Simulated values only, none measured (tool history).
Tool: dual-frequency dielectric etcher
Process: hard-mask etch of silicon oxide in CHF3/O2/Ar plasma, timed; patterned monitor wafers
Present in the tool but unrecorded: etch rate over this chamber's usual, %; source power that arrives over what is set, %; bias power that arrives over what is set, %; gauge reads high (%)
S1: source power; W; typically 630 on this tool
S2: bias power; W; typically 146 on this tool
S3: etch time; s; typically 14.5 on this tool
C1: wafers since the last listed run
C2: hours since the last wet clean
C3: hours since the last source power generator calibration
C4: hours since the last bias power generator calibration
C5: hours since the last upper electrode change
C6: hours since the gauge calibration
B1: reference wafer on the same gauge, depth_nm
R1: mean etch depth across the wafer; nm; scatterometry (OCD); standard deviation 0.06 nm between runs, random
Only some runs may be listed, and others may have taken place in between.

run,hour,S1,S2,S3,C1,C2,C3,C4,C5,C6,B1,R1
1,0.0,630,146,14.5,0,362.5,627.1,1511.2,2477.9,1603.8,33.09,27.89
2,34.8,630,146,14.5,599,397.3,661.9,1546.0,2512.7,1638.6,33.08,27.98
3,83.1,630,146,14.5,832,445.6,710.2,1594.3,2561.0,1686.9,33.12,28.00
4,107.4,630,146,14.5,418,469.9,734.5,1618.6,2585.3,1711.2,33.08,27.96
5,289.9,630,146,14.5,3145,652.4,917.0,1801.1,2767.8,1893.7,33.12,28.14
# hour 339.9: wet clean of the chamber
6,497.6,630,146,14.5,3165,157.7,1124.7,2008.8,2975.5,2101.4,33.09,28.24
# hour 510.3: gauge calibrated
7,524.3,630,146,14.5,460,184.4,1151.4,2035.5,3002.2,14.0,33.08,28.25
8,561.8,630,146,14.5,646,221.9,1188.9,2073.0,3039.7,51.5,33.11,28.29
9,630.0,630,146,13.0,1175,290.1,1257.1,2141.2,3107.9,119.7,33.10,25.40
10,702.5,630,146,13.0,1249,362.6,1329.6,2213.7,3180.4,192.2,33.11,25.37
11,735.2,630,146,13.0,563,395.3,1362.3,2246.4,3213.1,224.9,33.06,25.44
# hour 775.2: source power generator calibrated
12,778.9,570,146,14.5,684,439.0,3.7,2290.1,3256.8,268.6,33.09,26.32
13,845.8,560,115,11.5,1152,505.9,70.6,2357.0,3323.7,335.5,33.09,19.77
14,880.3,550,146,10.5,594,540.4,105.1,2391.5,3358.2,370.0,33.13,18.60
# hour 925.9: bias power generator calibrated
15,941.9,630,146,14.5,992,602.0,166.7,16.0,3419.8,431.6,33.09,28.03
16,980.9,630,146,10.5,672,641.0,205.7,55.0,3458.8,470.6,33.09,20.29
# hour 1022.4: wet clean of the chamber
17,1038.2,710,179,13.0,573,15.8,263.0,112.3,3516.1,527.9,33.08,28.03
18,1077.3,770,158,14.5,673,54.9,302.1,151.4,3555.2,567.0,33.11,31.71
# hour 1106.1: upper electrode replaced
19,1115.9,630,146,14.5,251,93.5,340.7,190.0,9.8,605.6,33.10,28.07
20,1173.1,550,175,16.5,985,150.7,397.9,247.2,67.0,662.8,33.13,30.53
21,1209.2,630,146,14.5,622,186.8,434.0,283.3,103.1,698.9,33.14,28.06
22,1245.1,630,146,12.0,618,222.7,469.9,319.2,139.0,734.8,33.10,23.17
23,1309.2,630,146,14.5,1104,286.8,534.0,383.3,203.1,798.9,33.10,28.13
24,1376.1,630,113,10.5,1152,353.7,600.9,450.2,270.0,865.8,33.09,19.45
25,1427.2,630,146,14.5,880,404.8,652.0,501.3,321.1,916.9,33.11,28.15
26,1479.9,630,133,14.5,908,457.5,704.7,554.0,373.8,969.6,33.10,27.66
27,1514.4,630,146,14.5,594,492.0,739.2,588.5,408.3,1004.1,33.09,28.04
28,1560.4,690,146,14.5,792,538.0,785.2,634.5,454.3,1050.1,33.11,29.66
29,1619.8,630,146,14.5,1023,597.4,844.6,693.9,513.7,1109.5,33.08,28.31

Forecast each of these 5 alternatives for the next run:
A,1620.2,630,146,14.5,6,597.8,845.0,694.3,514.1,1109.9,?,?
B,1620.2,560,134,12.0,6,597.8,845.0,694.3,514.1,1109.9,?,?
C,1620.2,560,146,17.5,6,597.8,845.0,694.3,514.1,1109.9,?,?
D,1620.2,510,146,14.5,6,597.8,845.0,694.3,514.1,1109.9,?,?
E,1620.2,730,146,10.0,6,597.8,845.0,694.3,514.1,1109.9,?,?

run,B1,R1
A,33.10,28.23
B,33.10,21.45
C,33.10,31.77
D,33.10,24.83
E,33.10,21.13
With the hidden condition removed and each run's random variation left untouched, the same runs would have given:
run,R1
A,27.89
B,21.19
C,31.40
D,24.54
E,20.88
